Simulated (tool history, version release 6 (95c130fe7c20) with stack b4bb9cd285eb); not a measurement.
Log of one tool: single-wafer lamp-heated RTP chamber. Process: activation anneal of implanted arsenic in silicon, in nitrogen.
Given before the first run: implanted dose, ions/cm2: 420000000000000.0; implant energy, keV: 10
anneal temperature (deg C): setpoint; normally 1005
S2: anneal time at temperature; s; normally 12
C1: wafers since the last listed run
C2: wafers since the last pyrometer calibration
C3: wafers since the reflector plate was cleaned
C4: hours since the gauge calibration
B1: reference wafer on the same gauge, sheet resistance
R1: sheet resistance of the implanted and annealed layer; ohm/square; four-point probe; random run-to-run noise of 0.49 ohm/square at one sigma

Run 1, day 0.000: usual settings; C1 0; C2 1217; C3 6945; C4 499.9; B1 291.97. Result: R1 277.42 ohm/square.
At day 4.517: reflector plate cleaned.
Run 2, day 9.871: usual settings; C1 5977; C2 7194; C3 3355; C4 736.8; B1 292.02. Result: R1 278.53 ohm/square.
Run 3, day 13.579: usual settings; C1 2323; C2 9518; C3 5679; C4 825.8; B1 291.95. Result: R1 278.81 ohm/square.
At day 16.067: pyrometer window cleaned and pyrometer calibrated.
Run 4, day 17.612: usual settings but anneal temperature (deg C) 1020; C1 2318; C2 968; C3 7998; C4 922.6; B1 291.98. Result: R1 275.02 ohm/square.
At day 19.704: reflector plate cleaned.
Run 5, day 19.725: usual settings but anneal temperature (deg C) 1020; C1 1114; C2 2083; C3 13; C4 973.3; B1 291.96. Result: R1 274.02 ohm/square.
Run 6, day 21.379: usual settings but anneal temperature (deg C) 1020; C1 1036; C2 3119; C3 1050; C4 1013.0; B1 291.97. Result: R1 273.74 ohm/square.
Run 7, day 24.400: usual settings but S2 16 s; C1 1893; C2 5013; C3 2943; C4 1085.5; B1 292.05. Result: R1 274.44 ohm/square.
Run 8, day 28.521: usual settings but S2 16 s; C1 2582; C2 7595; C3 5525; C4 1184.4; B1 292.04. Result: R1 274.74 ohm/square.
At day 30.617: reflector plate cleaned, repeated, since the last time left the tool worse.
At day 31.204: pyrometer window cleaned and pyrometer calibrated.
Run 9, day 31.417: usual settings but S2 16 s; C1 1397; C2 132; C3 293; C4 1253.9; B1 292.05. Result: R1 276.14 ohm/square.
At day 35.829: gauge calibrated.
Run 10, day 42.088: usual settings; C1 6687; C2 6819; C3 6980; C4 150.2; B1 291.99. Result: R1 278.89 ohm/square.
At day 45.396: pyrometer window cleaned and pyrometer calibrated.
Run 11, day 46.108: usual settings but anneal temperature (deg C) 995; C1 2310; C2 446; C3 9291; C4 246.7; B1 291.98. Result: R1 280.61 ohm/square.
At day 48.642: reflector plate cleaned.
Run 12, day 49.362: usual settings; C1 1830; C2 2277; C3 451; C4 324.8; B1 292.05. Result: R1 278.81 ohm/square.
Run 13, day 51.625: usual settings but anneal temperature (deg C) 997, S2 9 s; C1 1417; C2 3695; C3 1869; C4 379.1; B1 292.04. Result: R1 282.02 ohm/square.

What will run 14 give?
Run 14, day 53.154: usual settings but anneal temperature (deg C) 1029, S2 14 s; C1 958; C2 4653; C3 2827; C4 415.8; B1 ?. Result: R1 ?.

B1: 292.01
R1: 271.45 ohm/square
Take away the tool's hidden state, keep the run-to-run variation as it was, and the same run would have given R1 272.08 ohm/square.
